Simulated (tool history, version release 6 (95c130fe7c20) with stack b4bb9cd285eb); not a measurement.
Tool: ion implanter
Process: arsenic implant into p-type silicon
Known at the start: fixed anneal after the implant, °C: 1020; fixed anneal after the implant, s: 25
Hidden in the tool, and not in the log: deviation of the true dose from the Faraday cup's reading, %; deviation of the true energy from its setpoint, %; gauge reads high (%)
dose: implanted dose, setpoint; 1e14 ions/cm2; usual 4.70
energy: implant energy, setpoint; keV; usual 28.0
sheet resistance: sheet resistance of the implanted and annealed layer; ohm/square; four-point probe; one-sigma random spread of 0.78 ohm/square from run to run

| run | hour | dose | energy | wafers since the last listed run | hours since the last dose calibration | hours since the extraction supply was calibrated | hours since the gauge calibration | read-back reference wafer on the same gauge, sheet resistance | sheet resistance |
|---|---|---|---|---|---|---|---|---|---|
| 1 | 0.0 | 4.70 | 28.0 | 0 | 726.3 | 1734.7 | 293.2 | 202.88 | 210.54 |
| 2 | 36.2 | 4.70 | 28.0 | 670 | 762.5 | 1770.9 | 329.4 | 202.93 | 209.87 |
| 3 | 99.3 | 3.98 | 21.0 | 1168 | 825.6 | 1834.0 | 392.5 | 202.98 | 248.20 |
| 4 | 137.7 | 3.98 | 21.0 | 710 | 864.0 | 1872.4 | 430.9 | 202.99 | 246.03 |
| 5 | 172.6 | 4.70 | 28.0 | 646 | 898.9 | 1907.3 | 465.8 | 202.93 | 209.59 |
| 6 | 219.4 | 4.70 | 28.0 | 866 | 945.7 | 1954.1 | 512.6 | 203.12 | 208.61 |
| 7 | 269.9 | 4.70 | 28.0 | 934 | 996.2 | 2004.6 | 563.1 | 203.03 | 209.49 |
|  | 273.1 | gauge calibrated |
| 8 | 328.1 | 4.70 | 28.0 | 1077 | 1054.4 | 2062.8 | 55.0 | 202.97 | 208.63 |
| 9 | 364.1 | 4.70 | 28.0 | 666 | 1090.4 | 2098.8 | 91.0 | 202.92 | 208.11 |
| 10 | 423.3 | 3.64 | 25.5 | 1095 | 1149.6 | 2158.0 | 150.2 | 203.07 | 256.73 |
|  | 432.3 | extraction supply calibrated |
| 11 | 461.1 | 3.41 | 28.0 | 551 | 1187.4 | 28.8 | 188.0 | 202.99 | 266.48 |
| 12 | 506.8 | 5.57 | 32.5 | 845 | 1233.1 | 74.5 | 233.7 | 203.05 | 178.61 |
|  | 526.7 | Faraday cup replaced and dose calibrated |
| 13 | 549.6 | 4.70 | 28.0 | 644 | 22.9 | 117.3 | 276.5 | 202.97 | 213.40 |
| 14 | 642.4 | 4.02 | 23.5 | 1717 | 115.7 | 210.1 | 369.3 | 202.99 | 244.33 |
| 15 | 685.2 | 3.67 | 18.5 | 792 | 158.5 | 252.9 | 412.1 | 203.09 | 270.00 |
| 16 | 734.2 | 4.70 | 28.0 | 907 | 207.5 | 301.9 | 461.1 | 202.94 | 211.17 |
| 17 | 760.8 | 3.88 | 34.5 | 492 | 234.1 | 328.5 | 487.7 | 202.98 | 237.70 |
|  | 771.0 | gauge calibrated |
| 18 | 797.8 | 4.11 | 24.5 | 684 | 271.1 | 365.5 | 26.8 | 202.91 | 238.11 |

For some of the steps in sheet resistance from one run to the next: how much would appear even if the tool had no hidden state, given the settings, what came in and random variation, and how much remains for the hidden state plus any gauge scatter that the measured result and the result without hidden state don't share?
Run 11 -> 12: dose 3.41 -> 5.57, energy 28.0 -> 32.5. sheet resistance -87.87 ohm/square: hidden state +2.73, all else -90.60.
Run 12 -> 13: dose 5.57 -> 4.70, energy 32.5 -> 28.0, Faraday cup replaced and dose calibrated. sheet resistance +34.79 ohm/square: hidden state +3.48, all else +31.31.
